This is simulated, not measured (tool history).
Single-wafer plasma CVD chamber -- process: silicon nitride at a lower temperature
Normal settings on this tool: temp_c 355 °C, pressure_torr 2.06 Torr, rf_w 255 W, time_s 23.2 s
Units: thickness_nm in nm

| run | hour | temp_c | pressure_torr | rf_w | time_s | wafers since the last listed run | hours since the last thermocouple change | hours since the last RF generator calibration | hours since the last manometer calibration | hours since the showerhead was replaced | hours since the gauge calibration | read-back reference wafer on the same gauge, thickness_nm | thickness_nm |
|---|---|---|---|---|---|---|---|---|---|---|---|---|---|
| 1 | 0 | 355 | 2.06 | 255 | 23.2 | 0 | 1766.7 | 1186.3 | 1715.4 | 1971.4 | 267.4 | 27.938 | 25.299 |
| 2 | 95 | 355 | 2.06 | 255 | 23.2 | 1839 | 1861.7 | 1281.3 | 1810.4 | 2066.4 | 362.4 | 27.892 | 25.142 |
| 3 | 224 | 355 | 2.06 | 255 | 19.9 | 2497 | 1990.7 | 1410.3 | 1939.4 | 2195.4 | 491.4 | 27.896 | 21.596 |
| 4 | 268.8 | 355 | 2.06 | 255 | 19.9 | 867 | 2035.5 | 1455.1 | 1984.2 | 2240.2 | 536.2 | 27.86 | 21.588 |
| 5 | 344.2 | 355 | 1.86 | 255 | 23.2 | 1459 | 2110.9 | 1530.5 | 2059.6 | 2315.6 | 611.6 | 27.852 | 24.057 |
| 6 | 422 | 355 | 1.86 | 255 | 23.2 | 1506 | 2188.7 | 1608.3 | 2137.4 | 2393.4 | 689.4 | 27.882 | 23.8 |
| 7 | 467 | 355 | 1.86 | 255 | 23.2 | 871 | 2233.7 | 1653.3 | 2182.4 | 2438.4 | 734.4 | 27.83 | 24.057 |
| 8 | 538.3 | 355 | 2.06 | 235 | 23.2 | 1380 | 2305 | 1724.6 | 2253.7 | 2509.7 | 805.7 | 27.897 | 22.918 |
| 9 | 645.7 | 355 | 2.06 | 235 | 23.2 | 2079 | 2412.4 | 1832 | 2361.1 | 2617.1 | 913.1 | 27.869 | 23.003 |
|  | 694.9 | capacitance manometer re-zeroed and calibrated |
| 10 | 745.8 | 355 | 2.06 | 235 | 23.2 | 1783 | 2512.5 | 1932.1 | 50.9 | 2717.2 | 1013.2 | 27.901 | 22.876 |
| 11 | 830.1 | 350 | 2.06 | 255 | 23.2 | 1632 | 2596.8 | 2016.4 | 135.2 | 2801.5 | 1097.5 | 27.86 | 24.789 |
| 12 | 905.3 | 350 | 2.06 | 255 | 23.2 | 1455 | 2672 | 2091.6 | 210.4 | 2876.7 | 1172.7 | 27.913 | 24.972 |
| 13 | 979.1 | 343 | 2.06 | 255 | 26.4 | 1428 | 2745.8 | 2165.4 | 284.2 | 2950.5 | 1246.5 | 27.914 | 28.243 |
| 14 | 1037.7 | 351 | 2.06 | 230 | 24.5 | 1134 | 2804.4 | 2224 | 342.8 | 3009.1 | 1305.1 | 27.875 | 23.348 |
| 15 | 1075.7 | 355 | 2.44 | 255 | 23.2 | 735 | 2842.4 | 2262 | 380.8 | 3047.1 | 1343.1 | 27.922 | 26.483 |

Run 16 is up next; what results do you expect?
|  | 1123.3 | thermocouple changed; heater temperature recalibrated |
| 16 | 1177.7 | 369 | 1.58 | 235 | 27.1 | 1819 | 54.4 | 2364 | 482.8 | 3149.1 | 1445.1 | ? | ? |

read-back reference wafer on the same gauge, thickness_nm: 27.885
thickness_nm: 22.922 nm
With the hidden condition absent and the run-to-run variation left alone, this run would have shown thickness_nm 24.419 nm.

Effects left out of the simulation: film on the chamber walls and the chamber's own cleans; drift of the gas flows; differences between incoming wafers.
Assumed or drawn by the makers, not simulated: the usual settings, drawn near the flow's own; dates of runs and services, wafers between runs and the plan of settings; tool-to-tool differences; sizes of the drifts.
